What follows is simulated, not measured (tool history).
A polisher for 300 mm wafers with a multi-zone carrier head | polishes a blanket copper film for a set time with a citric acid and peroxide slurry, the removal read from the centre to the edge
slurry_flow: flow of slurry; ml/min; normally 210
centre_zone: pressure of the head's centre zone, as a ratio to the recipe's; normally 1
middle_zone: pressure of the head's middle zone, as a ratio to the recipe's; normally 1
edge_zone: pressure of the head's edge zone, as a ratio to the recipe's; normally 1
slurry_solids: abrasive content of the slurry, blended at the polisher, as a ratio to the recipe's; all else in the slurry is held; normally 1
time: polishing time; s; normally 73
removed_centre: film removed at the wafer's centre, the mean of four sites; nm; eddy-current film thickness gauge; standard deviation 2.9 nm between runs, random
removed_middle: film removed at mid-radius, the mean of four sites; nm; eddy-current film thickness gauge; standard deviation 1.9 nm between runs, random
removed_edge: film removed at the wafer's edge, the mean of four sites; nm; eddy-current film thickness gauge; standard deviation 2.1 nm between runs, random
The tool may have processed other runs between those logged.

run,hour,slurry_flow,centre_zone,middle_zone,edge_zone,slurry_solids,time,wafers since the last listed run,wafers polished on this pad,hours since the slurry nozzle was cleaned,hours since the centre zone pressure was calibrated,hours since the edge zone pressure was calibrated,hours since the carrier head's membrane was replaced,"incoming thickness of the incoming film, nm",removed_centre,removed_middle,removed_edge
1,0,210,1,1,1,1,73,0,899,689.3,1194.6,1185.1,562.2,1131.9,177.9,179,183.3
2,7.3,210,1,1,1,1,73,48,948,696.6,1201.9,1192.4,569.5,1133.4,177.2,179.4,181.9
# hour 27.7: worn pad replaced by a new one
3,28.2,210,1,1,1,1,73,112,3,717.5,1222.8,1213.3,590.4,1110.9,205.6,202.8,200.5
4,32.9,210,1,1,1,1,73,31,34,722.2,1227.5,1218,595.1,1116.1,201.9,201.1,203.2
5,42.3,210,1,0.9,1,1,73,62,97,731.6,1236.9,1227.4,604.5,1106.7,199.5,184.3,204.3
# hour 45.4: slurry nozzle cleaned
6,55.6,210,1,1,1,1,73,81,178,10.2,1250.2,1240.7,617.8,1129.3,189.7,200.2,201.1
7,64.6,210,1,1,1,1,73,59,238,19.2,1259.2,1249.7,626.8,1110.1,192.9,196.5,197
# hour 70.7: centre zone pressure recalibrated
8,81.8,210,1,1,1,1,73,101,339,36.4,11.1,1266.9,644,1113,193.6,191.2,195
# hour 99.7: edge zone pressure recalibrated
9,100.2,210,1,0.89,1,1,98,109,448,54.8,29.5,0.5,662.4,1116.9,252.1,229.3,262.9
# hour 111.3: carrier head's membrane replaced by a new one
10,113.6,210,1,1,1,1,73,55,504,68.2,42.9,13.9,2.3,1140.3,191.9,189.6,196.2
11,128.3,210,1,1,1,0.85,73,97,602,82.9,57.6,28.6,17,1132.8,173.1,175.6,178.7
12,136.5,210,1,1,1,1,73,54,657,91.1,65.8,36.8,25.2,1105.6,184.2,184,191.7
13,153.6,145,1,1,1,1,73,113,770,108.2,82.9,53.9,42.3,1115.8,170.8,173.4,179
14,161.7,135,1,1.07,1,1,73,53,824,116.3,91,62,50.4,1097.1,171.4,179.4,176.7
# hour 174.5: worn pad replaced by a new one
15,185.3,250,0.89,1,1.06,1.1,73,130,72,139.9,114.6,85.6,74,1134,186.4,213.8,224
16,195,245,1,1.07,1,1,73,64,136,149.6,124.3,95.3,83.7,1118.4,200.8,214.7,208.2
17,202.5,180,0.9,1,1,1.2,50,49,186,157.1,131.8,102.8,91.2,1118.9,128.7,141.7,141.6
18,214.3,160,1,1,1,1,50,78,264,168.9,143.6,114.6,103,1142.5,131.4,130.2,133.6
19,223.6,210,1,1,1,1,73,61,326,178.2,152.9,123.9,112.3,1117.3,195.1,195.6,200.7
20,231.5,210,1,1,1,0.9,73,52,379,186.1,160.8,131.8,120.2,1102.6,186.2,191.4,193.1
21,245.5,210,1,1,0.9,0.85,97,93,472,200.1,174.8,145.8,134.2,1104.1,246.1,240.2,234.7

Below are 5 alternative next runs, each starting from the tool's condition after run 21. Predict each:
A,245.9,210,1,0.94,1,1,73,2,475,200.5,175.2,146.2,134.6,1113.6,?,?,?
B,245.9,175,1,0.95,1,1,73,2,475,200.5,175.2,146.2,134.6,1113.6,?,?,?
C,245.9,210,1,1,1.05,1,73,2,475,200.5,175.2,146.2,134.6,1113.6,?,?,?
D,245.9,210,0.89,1,0.93,1,88,2,475,200.5,175.2,146.2,134.6,1113.6,?,?,?
E,245.9,160,1.08,1,1,0.8,58,2,475,200.5,175.2,146.2,134.6,1113.6,?,?,?

run,removed_centre,removed_middle,removed_edge
A,191.7,181.8,191.1
B,186.4,178.8,187.5
C,191.8,191.5,195.6
D,205.5,231,222.4
E,145.2,134.7,135.8
Stripped of hidden state, with their random variation kept, the same runs would have yielded:
run,removed_centre,removed_middle,removed_edge
A,203,192.5,202.4
B,197.4,189.4,198.6
C,203.1,202.8,207.1
D,217.7,244.7,235.5
E,153.8,142.7,143.8

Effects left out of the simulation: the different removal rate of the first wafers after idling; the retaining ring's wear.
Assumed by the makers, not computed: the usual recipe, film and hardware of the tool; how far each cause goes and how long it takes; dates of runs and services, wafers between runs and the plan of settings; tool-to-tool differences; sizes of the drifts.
